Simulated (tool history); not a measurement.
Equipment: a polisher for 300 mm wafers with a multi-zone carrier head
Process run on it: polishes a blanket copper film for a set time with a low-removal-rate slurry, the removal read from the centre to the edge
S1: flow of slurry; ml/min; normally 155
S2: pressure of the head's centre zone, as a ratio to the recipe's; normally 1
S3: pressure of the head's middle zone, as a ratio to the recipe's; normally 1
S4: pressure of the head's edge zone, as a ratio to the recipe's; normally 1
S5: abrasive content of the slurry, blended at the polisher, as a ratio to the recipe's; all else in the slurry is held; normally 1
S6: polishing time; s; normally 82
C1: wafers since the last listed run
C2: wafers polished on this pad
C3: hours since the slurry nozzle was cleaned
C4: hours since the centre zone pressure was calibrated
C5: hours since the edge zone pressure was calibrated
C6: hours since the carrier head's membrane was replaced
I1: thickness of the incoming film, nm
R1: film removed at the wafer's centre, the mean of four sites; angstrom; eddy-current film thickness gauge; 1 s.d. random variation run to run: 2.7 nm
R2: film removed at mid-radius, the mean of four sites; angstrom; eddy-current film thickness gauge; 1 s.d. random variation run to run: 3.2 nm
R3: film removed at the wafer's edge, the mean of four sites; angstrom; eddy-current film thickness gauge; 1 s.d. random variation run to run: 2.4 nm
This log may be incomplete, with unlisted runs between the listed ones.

Run 1, hour 0: usual settings; C1 0; C2 859; C3 140.7; C4 442.8; C5 666.5; C6 1029.9; I1 1333.7. Result: R1 2205 angstrom, R2 2142 angstrom, R3 2252 angstrom.
Run 2, hour 60.5: usual settings; C1 707; C2 1566; C3 201.2; C4 503.3; C5 727; C6 1090.4; I1 1357.3. Result: R1 2167 angstrom, R2 2150 angstrom, R3 2212 angstrom.
At hour 68.9: worn pad replaced by a new one.
Run 3, hour 115.6: usual settings; C1 597; C2 546; C3 256.3; C4 558.4; C5 782.1; C6 1145.5; I1 1352.2. Result: R1 2269 angstrom, R2 2290 angstrom, R3 2297 angstrom.
Run 4, hour 163.8: usual settings but S6 60 s; C1 563; C2 1109; C3 304.5; C4 606.6; C5 830.3; C6 1193.7; I1 1341.7. Result: R1 1639 angstrom, R2 1623 angstrom, R3 1632 angstrom.
At hour 198.5: worn pad replaced by a new one.
Run 5, hour 215.6: usual settings but S6 60 s; C1 558; C2 200; C3 356.3; C4 658.4; C5 882.1; C6 1245.5; I1 1349.2. Result: R1 1690 angstrom, R2 1693 angstrom, R3 1727 angstrom.
Run 6, hour 263.1: usual settings but S6 60 s; C1 555; C2 755; C3 403.8; C4 705.9; C5 929.6; C6 1293; I1 1341.3. Result: R1 1640 angstrom, R2 1595 angstrom, R3 1636 angstrom.
At hour 282.6: carrier head's membrane replaced by a new one.
Run 7, hour 313.6: usual settings but S5 0.8; C1 531; C2 1287; C3 454.3; C4 756.4; C5 980.1; C6 31; I1 1328.1. Result: R1 2156 angstrom, R2 2109 angstrom, R3 2112 angstrom.
At hour 349: worn pad replaced by a new one.
At hour 354.4: centre zone pressure recalibrated.
Run 8, hour 363.9: usual settings but S1 185 ml/min, S3 1.1; C1 517; C2 150; C3 504.6; C4 9.5; C5 1030.4; C6 81.3; I1 1345.5. Result: R1 2443 angstrom, R2 2541 angstrom, R3 2415 angstrom.
At hour 401.1: edge zone pressure recalibrated.
Run 9, hour 409.9: usual settings but S6 57 s; C1 514; C2 665; C3 550.6; C4 55.5; C5 8.8; C6 127.3; I1 1341. Result: R1 1558 angstrom, R2 1509 angstrom, R3 1589 angstrom.
Run 10, hour 450.9: usual settings; C1 479; C2 1144; C3 591.6; C4 96.5; C5 49.8; C6 168.3; I1 1314.8. Result: R1 2211 angstrom, R2 2131 angstrom, R3 2213 angstrom.
At hour 476.1: worn pad replaced by a new one.
Run 11, hour 511.4: usual settings but S6 71 s; C1 660; C2 412; C3 652.1; C4 157; C5 110.3; C6 228.8; I1 1337.9. Result: R1 2010 angstrom, R2 1959 angstrom, R3 2027 angstrom.
At hour 537.8: slurry nozzle cleaned.
Run 12, hour 581.8: usual settings but S3 0.93, S4 0.93; C1 811; C2 1223; C3 44; C4 227.4; C5 180.7; C6 299.2; I1 1337.5. Result: R1 2216 angstrom, R2 2075 angstrom, R3 2177 angstrom.
At hour 618.6: worn pad replaced by a new one.
Run 13, hour 625.4: usual settings but S1 185 ml/min, S6 107 s; C1 462; C2 78; C3 87.6; C4 271; C5 224.3; C6 342.8; I1 1313.9. Result: R1 3156 angstrom, R2 3094 angstrom, R3 3144 angstrom.
Run 14, hour 682: usual settings but S2 0.9; C1 661; C2 740; C3 144.2; C4 327.6; C5 280.9; C6 399.4; I1 1353.9. Result: R1 2035 angstrom, R2 2188 angstrom, R3 2298 angstrom.
Run 15, hour 740.7: usual settings; C1 686; C2 1426; C3 202.9; C4 386.3; C5 339.6; C6 458.1; I1 1343.9. Result: R1 2215 angstrom, R2 2219 angstrom, R3 2206 angstrom.

Each row is a separate what-if for the run after 15, all from the same tool condition, not one after another. Results?
Run A, hour 741.1: usual settings but S6 75 s; C1 4; C2 1431; C3 203.3; C4 386.7; C5 340; C6 458.5; I1 1362.8. Result: R1 ?, R2 ?, R3 ?.
Run B, hour 741.1: usual settings but S1 210 ml/min; C1 4; C2 1431; C3 203.3; C4 386.7; C5 340; C6 458.5; I1 1362.8. Result: R1 ?, R2 ?, R3 ?.
Run C, hour 741.1: usual settings but S3 0.97, S5 0.9, S6 62 s; C1 4; C2 1431; C3 203.3; C4 386.7; C5 340; C6 458.5; I1 1362.8. Result: R1 ?, R2 ?, R3 ?.
Run D, hour 741.1: usual settings but S1 125 ml/min, S4 1.11; C1 4; C2 1431; C3 203.3; C4 386.7; C5 340; C6 458.5; I1 1362.8. Result: R1 ?, R2 ?, R3 ?.
Run E, hour 741.1: usual settings but S1 205 ml/min, S3 1.07; C1 4; C2 1431; C3 203.3; C4 386.7; C5 340; C6 458.5; I1 1362.8. Result: R1 ?, R2 ?, R3 ?.

run    R1    R2    R3
  A  2051  1979  2015
  B  2327  2236  2257
  C  1672  1572  1643
  D  2182  2111  2265
  E  2321  2362  2250
With the hidden condition removed and each run's random variation left untouched, the same runs would have given:
run    R1    R2    R3
  A  2250  2170  2210
  B  2552  2452  2475
  C  1833  1724  1802
  D  2393  2315  2484
  E  2546  2591  2468
